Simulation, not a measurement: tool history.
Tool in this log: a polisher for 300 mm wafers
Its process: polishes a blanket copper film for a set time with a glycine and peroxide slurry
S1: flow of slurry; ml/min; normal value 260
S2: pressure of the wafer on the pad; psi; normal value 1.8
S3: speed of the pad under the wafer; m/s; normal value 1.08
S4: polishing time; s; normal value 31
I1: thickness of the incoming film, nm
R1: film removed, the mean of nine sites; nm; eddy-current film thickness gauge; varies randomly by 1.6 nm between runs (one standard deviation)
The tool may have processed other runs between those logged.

run 1 hour=0 | S1=260 S2=1.8 S3=1.08 S4=31 | I1=1904.4 | R1=129.3
-- hour=2.4 worn pad replaced by a new one
run 2 hour=14.6 | S1=260 S2=1.8 S3=1.08 S4=31 | I1=1895.7 | R1=125.1
run 3 hour=25.7 | S1=260 S2=1.8 S3=1.08 S4=31 | I1=1911.6 | R1=128.3
run 4 hour=42.1 | S1=260 S2=1.8 S3=1.08 S4=31 | I1=1913.1 | R1=129.2
run 5 hour=59.3 | S1=260 S2=1.8 S3=1.08 S4=31 | I1=1896 | R1=129
-- hour=73.5 worn pad replaced by a new one
run 6 hour=74.1 | S1=260 S2=1.8 S3=1.08 S4=31 | I1=1893.1 | R1=127.6
run 7 hour=85.3 | S1=260 S2=1.8 S3=1.08 S4=31 | I1=1879.1 | R1=130.1
run 8 hour=96.7 | S1=260 S2=1.8 S3=1.08 S4=31 | I1=1890.3 | R1=128.9
-- hour=107.5 head pressure recalibrated
run 9 hour=112.8 | S1=260 S2=1.8 S3=1.08 S4=31 | I1=1909.4 | R1=120.5
run 10 hour=127.2 | S1=260 S2=1.8 S3=1.08 S4=31 | I1=1867.4 | R1=119.4
run 11 hour=133.8 | S1=260 S2=1.8 S3=1.08 S4=31 | I1=1886.5 | R1=119
run 12 hour=140.5 | S1=260 S2=1.8 S3=1.08 S4=31 | I1=1874.7 | R1=119.5
-- hour=146.1 worn pad replaced by a new one
run 13 hour=151.5 | S1=260 S2=1.8 S3=1.08 S4=31 | I1=1926.6 | R1=120.2
run 14 hour=168.1 | S1=260 S2=1.8 S3=1.08 S4=31 | I1=1877.1 | R1=122.4
-- hour=180.9 slurry nozzle cleaned
run 15 hour=181.4 | S1=260 S2=2 S3=1.34 S4=31 | I1=1925.6 | R1=158.6
run 16 hour=198.1 | S1=260 S2=1.2 S3=1.08 S4=31 | I1=1893.6 | R1=90.6
run 17 hour=212.9 | S1=335 S2=1.5 S3=0.84 S4=35 | I1=1900.7 | R1=103.4
-- hour=218.6 worn pad replaced by a new one
run 18 hour=223.7 | S1=190 S2=1.4 S3=1.32 S4=31 | I1=1890.9 | R1=115.2
run 19 hour=232.6 | S1=260 S2=1.8 S3=1.08 S4=31 | I1=1876.2 | R1=122.9
run 20 hour=240.7 | S1=260 S2=1.8 S3=1.08 S4=31 | I1=1896.7 | R1=122.4
run 21 hour=248.5 | S1=200 S2=2.3 S3=1.08 S4=31 | I1=1894.2 | R1=147.4
run 22 hour=259.4 | S1=260 S2=1.8 S3=0.88 S4=27 | I1=1888.6 | R1=91.9
run 23 hour=273.8 | S1=325 S2=2.4 S3=1.08 S4=31 | I1=1914.3 | R1=158.5
-- hour=286.5 worn pad replaced by a new one
run 24 hour=289.7 | S1=260 S2=2 S3=1.34 S4=31 | I1=1876.1 | R1=166.7
run 25 hour=302.6 | S1=260 S2=1.8 S3=0.9 S4=26 | I1=1856.6 | R1=90.6
run 26 hour=313.1 | S1=235 S2=1.8 S3=1.08 S4=31 | I1=1865.4 | R1=125.9
run 27 hour=326.2 | S1=260 S2=1.8 S3=1.08 S4=20 | I1=1891.6 | R1=81.5

The tool's hidden state at each run:
removal rate lost through wear of the pad, %: 0 in every run
slurry flow missing at the pad, %: 0 in every run
H1: deviation of the head's pressure from its setpoint, %
run=1 H1=12.9
run=2 H1=13
run=3 H1=13.2
run=4 H1=13.3
run=5 H1=13.4
run=6 H1=13.6
run=7 H1=13.6
run=8 H1=13.7
run=9 H1=0.439
run=10 H1=1.61
run=11 H1=2.11
run=12 H1=2.6
run=13 H1=3.35
run=14 H1=4.37
run=15 H1=5.11
run=16 H1=5.94
run=17 H1=6.6
run=18 H1=7.04
run=19 H1=7.38
run=20 H1=7.67
run=21 H1=7.94
run=22 H1=8.28
run=23 H1=8.7
run=24 H1=9.11
run=25 H1=9.42
run=26 H1=9.65
run=27 H1=9.91
